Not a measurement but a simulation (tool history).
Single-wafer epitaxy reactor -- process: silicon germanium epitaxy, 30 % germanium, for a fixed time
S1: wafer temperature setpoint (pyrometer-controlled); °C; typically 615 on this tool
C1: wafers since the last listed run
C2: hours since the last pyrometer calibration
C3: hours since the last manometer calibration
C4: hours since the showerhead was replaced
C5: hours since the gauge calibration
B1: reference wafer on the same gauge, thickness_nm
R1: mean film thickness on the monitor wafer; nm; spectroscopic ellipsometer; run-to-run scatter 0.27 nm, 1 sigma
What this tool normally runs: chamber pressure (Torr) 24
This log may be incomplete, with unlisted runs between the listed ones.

run 1 hour=0 | S1=615 chamber_pressure_(Torr)=25.7 | C1=0 C2=1146.5 C3=1260.5 C4=4993.9 C5=486.6 | B1=78.425 | R1=95.589
run 2 hour=65.4 | S1=615 chamber_pressure_(Torr)=25.7 | C1=1067 C2=1211.9 C3=1325.9 C4=5059.3 C5=552 | B1=78.444 | R1=95.647
run 3 hour=135.5 | S1=615 chamber_pressure_(Torr)=24 | C1=1143 C2=1282 C3=1396 C4=5129.4 C5=622.1 | B1=78.415 | R1=94.109
run 4 hour=328.4 | S1=615 chamber_pressure_(Torr)=24 | C1=3147 C2=1474.9 C3=1588.9 C4=5322.3 C5=815 | B1=78.354 | R1=94.261
run 5 hour=385.1 | S1=615 chamber_pressure_(Torr)=24 | C1=925 C2=1531.6 C3=1645.6 C4=5379 C5=871.7 | B1=78.405 | R1=94.443
run 6 hour=428.6 | S1=621 chamber_pressure_(Torr)=22.7 | C1=709 C2=1575.1 C3=1689.1 C4=5422.5 C5=915.2 | B1=78.394 | R1=104.921
run 7 hour=495.5 | S1=615 chamber_pressure_(Torr)=19.5 | C1=1091 C2=1642 C3=1756 C4=5489.4 C5=982.1 | B1=78.426 | R1=89.906
-- hour=514.7 pyrometer calibrated
run 8 hour=562.1 | S1=615 chamber_pressure_(Torr)=24 | C1=956 C2=47.4 C3=1822.6 C4=5556 C5=1048.7 | B1=78.458 | R1=91.902
run 9 hour=619.9 | S1=615 chamber_pressure_(Torr)=24 | C1=943 C2=105.2 C3=1880.4 C4=5613.8 C5=1106.5 | B1=78.407 | R1=91.961
run 10 hour=680.4 | S1=615 chamber_pressure_(Torr)=24 | C1=987 C2=165.7 C3=1940.9 C4=5674.3 C5=1167 | B1=78.435 | R1=92.412
-- hour=712.8 capacitance manometer re-zeroed and calibrated
run 11 hour=745.7 | S1=615 chamber_pressure_(Torr)=24 | C1=935 C2=231 C3=32.9 C4=5739.6 C5=1232.3 | B1=78.349 | R1=91.071
run 12 hour=776.9 | S1=615 chamber_pressure_(Torr)=24 | C1=509 C2=262.2 C3=64.1 C4=5770.8 C5=1263.5 | B1=78.423 | R1=91.404
run 13 hour=809 | S1=615 chamber_pressure_(Torr)=24 | C1=523 C2=294.3 C3=96.2 C4=5802.9 C5=1295.6 | B1=78.467 | R1=91.582
run 14 hour=847.6 | S1=627 chamber_pressure_(Torr)=28.1 | C1=629 C2=332.9 C3=134.8 C4=5841.5 C5=1334.2 | B1=78.487 | R1=121.217
run 15 hour=888.1 | S1=626 chamber_pressure_(Torr)=24 | C1=660 C2=373.4 C3=175.3 C4=5882 C5=1374.7 | B1=78.432 | R1=114.218
-- hour=910.8 showerhead replaced
run 16 hour=930.1 | S1=625 chamber_pressure_(Torr)=24 | C1=554 C2=415.4 C3=217.3 C4=19.3 C5=1416.7 | B1=78.357 | R1=112.295
-- hour=948.8 gauge calibrated
run 17 hour=982.6 | S1=605 chamber_pressure_(Torr)=18.2 | C1=856 C2=467.9 C3=269.8 C4=71.8 C5=33.8 | B1=78.4 | R1=69.887
run 18 hour=1013.2 | S1=603 chamber_pressure_(Torr)=22.2 | C1=499 C2=498.5 C3=300.4 C4=102.4 C5=64.4 | B1=78.352 | R1=71.018
run 19 hour=1058.5 | S1=610 chamber_pressure_(Torr)=20.3 | C1=739 C2=543.8 C3=345.7 C4=147.7 C5=109.7 | B1=78.405 | R1=79.678
run 20 hour=1110.1 | S1=615 chamber_pressure_(Torr)=20.5 | C1=842 C2=595.4 C3=397.3 C4=199.3 C5=161.3 | B1=78.401 | R1=88.532
run 21 hour=1134.9 | S1=621 chamber_pressure_(Torr)=22.7 | C1=404 C2=620.2 C3=422.1 C4=224.1 C5=186.1 | B1=78.388 | R1=102.718
run 22 hour=1200.5 | S1=602 chamber_pressure_(Torr)=24 | C1=1070 C2=685.8 C3=487.7 C4=289.7 C5=251.7 | B1=78.326 | R1=70.626
run 23 hour=1253.7 | S1=615 chamber_pressure_(Torr)=24 | C1=868 C2=739 C3=540.9 C4=342.9 C5=304.9 | B1=78.356 | R1=93.313
run 24 hour=1280.6 | S1=615 chamber_pressure_(Torr)=24 | C1=438 C2=765.9 C3=567.8 C4=369.8 C5=331.8 | B1=78.413 | R1=93.045
run 25 hour=1346 | S1=610 chamber_pressure_(Torr)=27.9 | C1=1067 C2=831.3 C3=633.2 C4=435.2 C5=397.2 | B1=78.424 | R1=87.598
run 26 hour=1447.6 | S1=627 chamber_pressure_(Torr)=19.6 | C1=1657 C2=932.9 C3=734.8 C4=536.8 C5=498.8 | B1=78.414 | R1=112.18

Branching from run 26: 3 alternative next runs. What would each branch give?
run A hour=1448 | S1=615 chamber_pressure_(Torr)=24 | C1=6 C2=933.3 C3=735.2 C4=537.2 C5=499.2 | B1=? | R1=?
run B hour=1448 | S1=606 chamber_pressure_(Torr)=27.7 | C1=6 C2=933.3 C3=735.2 C4=537.2 C5=499.2 | B1=? | R1=?
run C hour=1448 | S1=615 chamber_pressure_(Torr)=19.8 | C1=6 C2=933.3 C3=735.2 C4=537.2 C5=499.2 | B1=? | R1=?

run=A B1=78.389 R1=93.425
run=B B1=78.389 R1=81.108
run=C B1=78.389 R1=88.651
Had the tool no hidden state, the same runs would have come out as:
run=A R1=89.66
run=B R1=77.78
run=C R1=85.078
